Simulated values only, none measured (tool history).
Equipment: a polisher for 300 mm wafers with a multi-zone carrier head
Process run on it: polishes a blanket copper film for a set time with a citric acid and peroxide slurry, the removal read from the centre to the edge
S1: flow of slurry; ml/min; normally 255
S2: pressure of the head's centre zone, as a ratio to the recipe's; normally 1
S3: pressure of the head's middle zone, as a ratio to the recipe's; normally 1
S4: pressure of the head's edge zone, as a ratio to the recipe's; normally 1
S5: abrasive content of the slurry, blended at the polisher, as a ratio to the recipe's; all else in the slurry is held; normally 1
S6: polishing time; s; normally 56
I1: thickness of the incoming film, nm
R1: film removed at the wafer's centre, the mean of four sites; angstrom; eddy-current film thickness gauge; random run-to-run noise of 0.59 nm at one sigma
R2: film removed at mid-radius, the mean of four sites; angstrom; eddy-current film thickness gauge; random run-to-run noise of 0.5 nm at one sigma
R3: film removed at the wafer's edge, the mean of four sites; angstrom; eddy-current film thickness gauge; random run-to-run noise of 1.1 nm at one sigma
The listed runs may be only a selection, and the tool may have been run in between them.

run	hour	S1	S2	S3	S4	S5	S6	I1	R1	R2	R3
1	0	255	1	0.92	1	1	56	519.5	872	733	818
# hour 1.6: worn pad replaced by a new one
2	31.7	255	1	0.92	1	1	56	527.7	871	727	807
3	47	210	1	1	1	1	56	518.7	854	777	778
4	64.3	210	1	1	1	1	56	517.2	834	781	782
# hour 96.1: worn pad replaced by a new one
5	99	210	1.05	1	1	1	56	524.3	891	781	771
6	120.5	255	1.07	1	1	1	56	528.6	948	787	777
7	148.9	255	1	1	1	1	56	510.8	876	792	806
# hour 168.9: carrier head's membrane replaced by a new one
8	175.5	255	1	1	1	1	56	517.7	876	794	783
# hour 185.7: worn pad replaced by a new one
9	204.6	255	1	1	1	1	56	518.6	873	790	796
10	221.2	255	1	1	1	0.75	56	513.5	834	750	752
# hour 237.7: edge zone pressure recalibrated
11	256.6	255	1	1.03	1.05	1	56	511.3	866	805	810
# hour 263.1: worn pad replaced by a new one
# hour 286.1: centre zone pressure recalibrated
# hour 287.2: slurry nozzle cleaned
12	292	255	1	1	1	1	56	518.4	815	798	800
13	309.3	255	1	1.09	1	1	56	513.4	830	849	799
14	333.2	255	1	1	1	1	56	531.3	831	785	803
# hour 343.1: worn pad replaced by a new one
15	355.5	255	0.96	1	1	1	56	521.7	802	801	794
16	386.2	255	1.07	1	1	1	56	527.8	898	797	787
17	406.7	255	1	1	0.95	1	56	521.1	838	785	750
18	423.9	255	1	1	1	1.2	48	517.2	741	698	690
# hour 434: worn pad replaced by a new one
19	438.8	255	1.07	0.95	1.05	1	41	518.9	666	557	590

List, for all runs, the conditions of the tool that the log does not record:
removal rate lost through wear of the pad, %: 0, the same for each run
slurry flow missing at the pad, %: 0, the same for each run
deviation of the edge zone's pressure from its setpoint, %: 0, the same for each run
H1: deviation of the centre zone's pressure from its setpoint, %
run	H1
1	9.44
2	9.7
3	9.82
4	9.95
5	10.2
6	10.3
7	10.5
8	10.6
9	10.7
10	10.8
11	10.9
12	2.82
13	3.54
14	4.47
15	5.27
16	6.28
17	6.89
18	7.38
19	7.77

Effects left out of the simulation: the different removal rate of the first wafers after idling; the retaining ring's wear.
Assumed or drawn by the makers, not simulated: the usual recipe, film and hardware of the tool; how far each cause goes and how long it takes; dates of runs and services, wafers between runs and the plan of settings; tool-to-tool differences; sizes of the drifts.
